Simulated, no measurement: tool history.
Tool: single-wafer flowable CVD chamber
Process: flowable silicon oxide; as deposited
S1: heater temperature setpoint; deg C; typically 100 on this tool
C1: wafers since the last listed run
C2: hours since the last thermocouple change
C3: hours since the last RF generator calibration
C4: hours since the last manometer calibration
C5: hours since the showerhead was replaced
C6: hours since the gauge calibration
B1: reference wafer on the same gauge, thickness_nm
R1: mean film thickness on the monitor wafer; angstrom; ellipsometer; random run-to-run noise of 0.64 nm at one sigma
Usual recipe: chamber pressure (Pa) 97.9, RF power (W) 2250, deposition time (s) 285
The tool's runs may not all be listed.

{"run": 1, "hour": 0.0, "S1": 109, "chamber pressure (Pa)": 97.9, "RF power (W)": 2250, "deposition time (s)": 285, "C1": 0, "C2": 912.5, "C3": 1540.3, "C4": 1611, "C5": 2457.6, "C6": 178.1, "B1": 134.154, "R1": 1049.67}
{"run": 2, "hour": 29.9, "S1": 109, "chamber pressure (Pa)": 97.9, "RF power (W)": 2250, "deposition time (s)": 285, "C1": 185, "C2": 942.4, "C3": 1570.2, "C4": 1640.9, "C5": 2487.5, "C6": 208, "B1": 134.197, "R1": 1045.31}
{"run": 3, "hour": 83.1, "S1": 109, "chamber pressure (Pa)": 97.9, "RF power (W)": 2250, "deposition time (s)": 285, "C1": 330, "C2": 995.6, "C3": 1623.4, "C4": 1694.1, "C5": 2540.7, "C6": 261.2, "B1": 133.767, "R1": 1043.14}
{"run": 4, "hour": 153.5, "S1": 100, "chamber pressure (Pa)": 97.9, "RF power (W)": 2050, "deposition time (s)": 262, "C1": 437, "C2": 1066, "C3": 1693.8, "C4": 1764.5, "C5": 2611.1, "C6": 331.6, "B1": 134.031, "R1": 1245.61}
{"run": 5, "hour": 194.6, "S1": 100, "chamber pressure (Pa)": 97.9, "RF power (W)": 2050, "deposition time (s)": 262, "C1": 255, "C2": 1107.1, "C3": 1734.9, "C4": 1805.6, "C5": 2652.2, "C6": 372.7, "B1": 134.261, "R1": 1245.64}
{"run": 6, "hour": 241.6, "S1": 100, "chamber pressure (Pa)": 97.9, "RF power (W)": 2050, "deposition time (s)": 262, "C1": 292, "C2": 1154.1, "C3": 1781.9, "C4": 1852.6, "C5": 2699.2, "C6": 419.7, "B1": 134.068, "R1": 1262.11}
{"run": 7, "hour": 284.0, "S1": 100, "chamber pressure (Pa)": 97.9, "RF power (W)": 1945, "deposition time (s)": 285, "C1": 263, "C2": 1196.5, "C3": 1824.3, "C4": 1895, "C5": 2741.6, "C6": 462.1, "B1": 134.093, "R1": 1352.32}
{"run": 8, "hour": 342.9, "S1": 100, "chamber pressure (Pa)": 97.9, "RF power (W)": 1945, "deposition time (s)": 285, "C1": 366, "C2": 1255.4, "C3": 1883.2, "C4": 1953.9, "C5": 2800.5, "C6": 521, "B1": 133.786, "R1": 1345.69}
{"run": 9, "hour": 409.1, "S1": 100, "chamber pressure (Pa)": 97.9, "RF power (W)": 2250, "deposition time (s)": 285, "C1": 411, "C2": 1321.6, "C3": 1949.4, "C4": 2020.1, "C5": 2866.7, "C6": 587.2, "B1": 133.87, "R1": 1373.24}
{"hour": 430.9, "done": "RF generator calibrated"}
{"run": 10, "hour": 447.4, "S1": 100, "chamber pressure (Pa)": 97.9, "RF power (W)": 2250, "deposition time (s)": 285, "C1": 188, "C2": 1359.9, "C3": 16.5, "C4": 2058.4, "C5": 2905, "C6": 625.5, "B1": 133.982, "R1": 1364.61}
{"run": 11, "hour": 485.5, "S1": 100, "chamber pressure (Pa)": 97.9, "RF power (W)": 1980, "deposition time (s)": 285, "C1": 236, "C2": 1398, "C3": 54.6, "C4": 2096.5, "C5": 2943.1, "C6": 663.6, "B1": 134.152, "R1": 1344.54}
{"run": 12, "hour": 514.0, "S1": 109, "chamber pressure (Pa)": 112.3, "RF power (W)": 2250, "deposition time (s)": 251, "C1": 177, "C2": 1426.5, "C3": 83.1, "C4": 2125, "C5": 2971.6, "C6": 692.1, "B1": 134.096, "R1": 1032.96}
{"hour": 578.3, "done": "capacitance manometer re-zeroed and calibrated"}
{"run": 13, "hour": 639.9, "S1": 100, "chamber pressure (Pa)": 97.9, "RF power (W)": 2065, "deposition time (s)": 230, "C1": 733, "C2": 1552.4, "C3": 209, "C4": 61.6, "C5": 3097.5, "C6": 818, "B1": 134.149, "R1": 1088.03}
{"run": 14, "hour": 693.8, "S1": 109, "chamber pressure (Pa)": 97.9, "RF power (W)": 2250, "deposition time (s)": 285, "C1": 335, "C2": 1606.3, "C3": 262.9, "C4": 115.5, "C5": 3151.4, "C6": 871.9, "B1": 133.968, "R1": 1017.12}
{"run": 15, "hour": 725.1, "S1": 100, "chamber pressure (Pa)": 88, "RF power (W)": 2080, "deposition time (s)": 285, "C1": 194, "C2": 1637.6, "C3": 294.2, "C4": 146.8, "C5": 3182.7, "C6": 903.2, "B1": 134.06, "R1": 1203.96}
{"hour": 770.0, "done": "gauge calibrated"}
{"run": 16, "hour": 792.0, "S1": 88, "chamber pressure (Pa)": 97.9, "RF power (W)": 2250, "deposition time (s)": 285, "C1": 416, "C2": 1704.5, "C3": 361.1, "C4": 213.7, "C5": 3249.6, "C6": 22, "B1": 134.162, "R1": 1945.86}
{"run": 17, "hour": 827.8, "S1": 100, "chamber pressure (Pa)": 97.9, "RF power (W)": 2070, "deposition time (s)": 285, "C1": 222, "C2": 1740.3, "C3": 396.9, "C4": 249.5, "C5": 3285.4, "C6": 57.8, "B1": 134.002, "R1": 1332.19}
{"hour": 853.6, "done": "showerhead replaced"}
{"hour": 861.7, "done": "thermocouple changed; heater temperature recalibrated"}
{"run": 18, "hour": 886.0, "S1": 105, "chamber pressure (Pa)": 84.1, "RF power (W)": 2250, "deposition time (s)": 332, "C1": 262, "C2": 24.3, "C3": 455.1, "C4": 307.7, "C5": 32.4, "C6": 116, "B1": 133.84, "R1": 1217.17}
{"run": 19, "hour": 970.5, "S1": 108, "chamber pressure (Pa)": 97.9, "RF power (W)": 2250, "deposition time (s)": 264, "C1": 525, "C2": 108.8, "C3": 539.6, "C4": 392.2, "C5": 116.9, "C6": 200.5, "B1": 133.956, "R1": 1023.04}
{"run": 20, "hour": 1042.0, "S1": 100, "chamber pressure (Pa)": 97.9, "RF power (W)": 2250, "deposition time (s)": 285, "C1": 444, "C2": 180.3, "C3": 611.1, "C4": 463.7, "C5": 188.4, "C6": 272, "B1": 134.006, "R1": 1417.97}
{"run": 21, "hour": 1099.2, "S1": 100, "chamber pressure (Pa)": 97.9, "RF power (W)": 2250, "deposition time (s)": 285, "C1": 355, "C2": 237.5, "C3": 668.3, "C4": 520.9, "C5": 245.6, "C6": 329.2, "B1": 134.095, "R1": 1416.57}

List, for all runs, the conditions of the tool that the log does not record:
delivered RF power above the setpoint (%): 0, the same for each run
true pressure above the setpoint (%): 0, the same for each run
gauge reads high (%): 0, the same for each run
H1: wafer temperature above the value expected at the setpoint (K)
run=1 H1=0.442
run=2 H1=0.47
run=3 H1=0.523
run=4 H1=0.596
run=5 H1=0.641
run=6 H1=0.695
run=7 H1=0.745
run=8 H1=0.818
run=9 H1=0.904
run=10 H1=0.956
run=11 H1=1.01
run=12 H1=1.05
run=13 H1=1.24
run=14 H1=1.33
run=15 H1=1.38
run=16 H1=1.49
run=17 H1=1.55
run=18 H1=-0.284
run=19 H1=-0.278
run=20 H1=-0.268
run=21 H1=-0.256
